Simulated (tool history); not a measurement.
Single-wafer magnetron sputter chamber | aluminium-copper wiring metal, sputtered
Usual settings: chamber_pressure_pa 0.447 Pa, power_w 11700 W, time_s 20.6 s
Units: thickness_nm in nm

run     day  chamber_pressure_pa  power_w  time_s  wafers since the last listed run  wafers on the sputter target  hours since the last manometer calibration  hours since the magnet pack was replaced  hours since the gauge calibration  read-back reference wafer on the same gauge, thickness_nm  thickness_nm
  1       0                0.447    11700    20.6                                 0                           922                                        1242                                    3465.4                              358.8                                                    381.826       434.184
  2   2.262                0.447    11700    20.6                              1253                          2176                                      1296.3                                    3519.7                              413.1                                                    381.714       435.796
  3   3.392                0.447    11700    20.6                               625                          2802                                      1323.4                                    3546.8                              440.2                                                     381.69       437.334
  4   4.962                0.447    11700    20.6                               870                          3673                                      1361.1                                    3584.5                              477.9                                                    382.344       432.791
  5   6.246                0.447    11700    20.6                               711                          4384                                      1391.9                                    3615.3                              508.7                                                    382.262       435.032
  6   8.712                0.447    11700    20.6                              1367                          5751                                      1451.1                                    3674.5                              567.9                                                    381.886       435.139
  7  10.288                0.447    11700    23.2                               872                          6624                                      1488.9                                    3712.3                              605.7                                                    382.946       489.274
     11.358  -- sputter target and shields replaced
  8  11.792                 0.31    11700    20.6                               648                           239                                        1525                                    3748.4                              641.8                                                    382.554        465.06
  9    13.9                0.385    11700    20.6                              1168                          1408                                      1575.6                                      3799                              692.4                                                    382.155       450.878
 10  15.546                0.447    11700    18.9                               912                          2320                                      1615.1                                    3838.5                              731.9                                                    382.123       397.701
 11  18.838                0.447    11700    22.9                              1824                          4144                                      1694.1                                    3917.5                              810.9                                                    382.092       485.874
     20.121  -- capacitance manometer re-zeroed and calibrated
     20.379  -- gauge calibrated
 12   20.55                0.447     9400    20.6                               764                          4909                                        10.3                                    3958.6                                4.1                                                    381.793       338.078
     22.321  -- magnet pack replaced
 13  23.338                0.447    11700    20.6                              1360                          6269                                        77.2                                      24.4                                 71                                                    382.313       423.618
 14  24.475                0.354    11700    21.9                               630                          6899                                       104.5                                      51.7                               98.3                                                     381.53        471.05
       25.3  -- sputter target and shields replaced
 15  27.121                0.516    12800    21.8                              1281                          1009                                         168                                     115.2                              161.8                                                    382.983        473.12
 16  28.792                0.447    11700    20.6                               926                          1935                                       208.1                                     155.3                              201.9                                                    381.941        426.54
 17  30.983                0.447    11700    17.7                              1214                          3150                                       260.7                                     207.9                              254.5                                                    382.588       365.894

Forecast each of these 5 alternatives for the next run:
  A   31                0.447    11700    20.6                                 9                          3159                                       261.1                                     208.3                              254.9                                                          ?             ?
  B   31                0.319    11700    21.9                                 9                          3159                                       261.1                                     208.3                              254.9                                                          ?             ?
  C   31                0.447    13050    20.6                                 9                          3159                                       261.1                                     208.3                              254.9                                                          ?             ?
  D   31                0.326    11700    18.3                                 9                          3159                                       261.1                                     208.3                              254.9                                                          ?             ?
  E   31                0.589    12900    20.6                                 9                          3159                                       261.1                                     208.3                              254.9                                                          ?             ?

run  read-back reference wafer on the same gauge, thickness_nm  thickness_nm
  A                                                    381.726       424.612
  B                                                    381.726       481.851
  C                                                    381.726       473.606
  D                                                    381.726       401.191
  E                                                    381.726       436.286
Without the tool's hidden state the same runs would have given:
run  thickness_nm
  A       418.055
  B        476.47
  C       466.292
  D       396.614
  E       427.608
